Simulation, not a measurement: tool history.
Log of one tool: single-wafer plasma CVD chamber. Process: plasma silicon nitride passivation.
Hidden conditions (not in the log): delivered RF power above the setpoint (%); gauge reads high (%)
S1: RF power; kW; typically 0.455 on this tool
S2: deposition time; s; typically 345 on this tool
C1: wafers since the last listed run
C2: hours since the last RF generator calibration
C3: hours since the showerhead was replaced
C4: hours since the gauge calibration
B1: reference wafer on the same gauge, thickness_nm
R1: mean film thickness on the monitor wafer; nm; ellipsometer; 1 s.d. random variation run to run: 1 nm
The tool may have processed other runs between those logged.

| run | hour | S1 | S2 | C1 | C2 | C3 | C4 | B1 | R1 |
|---|---|---|---|---|---|---|---|---|---|
| 1 | 0 | 0.455 | 345 | 0 | 1788.4 | 5053 | 312.4 | 508.7 | 488.181 |
| 2 | 62.7 | 0.455 | 322 | 374 | 1851.1 | 5115.7 | 375.1 | 509.107 | 454.754 |
| 3 | 170.2 | 0.455 | 322 | 642 | 1958.6 | 5223.2 | 482.6 | 509.048 | 454.619 |
| 4 | 242.6 | 0.455 | 322 | 432 | 2031 | 5295.6 | 555 | 508.925 | 456.809 |
| 5 | 346.8 | 0.455 | 345 | 622 | 2135.2 | 5399.8 | 659.2 | 509.162 | 488.633 |
| 6 | 446.6 | 0.455 | 345 | 596 | 2235 | 5499.6 | 759 | 508.855 | 488.543 |
| 7 | 527.2 | 0.39 | 345 | 481 | 2315.6 | 5580.2 | 839.6 | 508.967 | 459.833 |
| 8 | 568.2 | 0.39 | 345 | 244 | 2356.6 | 5621.2 | 880.6 | 508.997 | 459.336 |
| 9 | 651.9 | 0.39 | 345 | 500 | 2440.3 | 5704.9 | 964.3 | 509.026 | 458.656 |
| 10 | 751.1 | 0.455 | 345 | 592 | 2539.5 | 5804.1 | 1063.5 | 508.993 | 487.336 |
|  | 793.9 | RF generator calibrated |
| 11 | 794.6 | 0.455 | 345 | 212 | 0.7 | 5847.6 | 1107 | 508.631 | 494.207 |
|  | 902.1 | showerhead replaced |
| 12 | 955.2 | 0.455 | 345 | 911 | 161.3 | 53.1 | 1267.6 | 509.02 | 494.456 |
|  | 994.7 | gauge calibrated |
| 13 | 1013 | 0.455 | 345 | 345 | 219.1 | 110.9 | 18.3 | 508.865 | 493.653 |
| 14 | 1076.7 | 0.39 | 323 | 380 | 282.8 | 174.6 | 82 | 508.906 | 434.94 |
| 15 | 1142.5 | 0.52 | 320 | 393 | 348.6 | 240.4 | 147.8 | 509.294 | 480.744 |
| 16 | 1240.3 | 0.545 | 370 | 584 | 446.4 | 338.2 | 245.6 | 508.733 | 563.431 |
| 17 | 1347.3 | 0.375 | 317 | 639 | 553.4 | 445.2 | 352.6 | 508.956 | 420.434 |
| 18 | 1415.6 | 0.505 | 396 | 408 | 621.7 | 513.5 | 420.9 | 509.19 | 583.973 |
| 19 | 1481.6 | 0.455 | 345 | 394 | 687.7 | 579.5 | 486.9 | 509.106 | 489.197 |
| 20 | 1537.9 | 0.43 | 293 | 336 | 744 | 635.8 | 543.2 | 508.834 | 406.651 |
| 21 | 1591 | 0.455 | 345 | 317 | 797.1 | 688.9 | 596.3 | 508.903 | 491.39 |
| 22 | 1670.7 | 0.455 | 313 | 476 | 876.8 | 768.6 | 676 | 508.593 | 444.348 |
| 23 | 1759.2 | 0.43 | 300 | 528 | 965.3 | 857.1 | 764.5 | 509.142 | 416.425 |

Below, each run's measurement less what the same run would have read without the hidden state. Both values contain the same run-to-run variation, but the gauge's scatter may not be the same in both:
| run | R1 |
|---|---|
| 1 | -7.525 |
| 2 | -7.07 |
| 3 | -7.163 |
| 4 | -7.255 |
| 5 | -7.841 |
| 6 | -7.908 |
| 7 | -7.49 |
| 8 | -7.504 |
| 9 | -7.535 |
| 10 | -8.054 |
| 11 | -0.932 |
| 12 | -2.194 |
| 13 | -2.592 |
| 14 | -2.647 |
| 15 | -3.312 |
| 16 | -4.494 |
| 17 | -3.8 |
| 18 | -5.635 |
| 19 | -4.989 |
| 20 | -4.324 |
| 21 | -5.415 |
| 22 | -5.135 |
| 23 | -5.037 |

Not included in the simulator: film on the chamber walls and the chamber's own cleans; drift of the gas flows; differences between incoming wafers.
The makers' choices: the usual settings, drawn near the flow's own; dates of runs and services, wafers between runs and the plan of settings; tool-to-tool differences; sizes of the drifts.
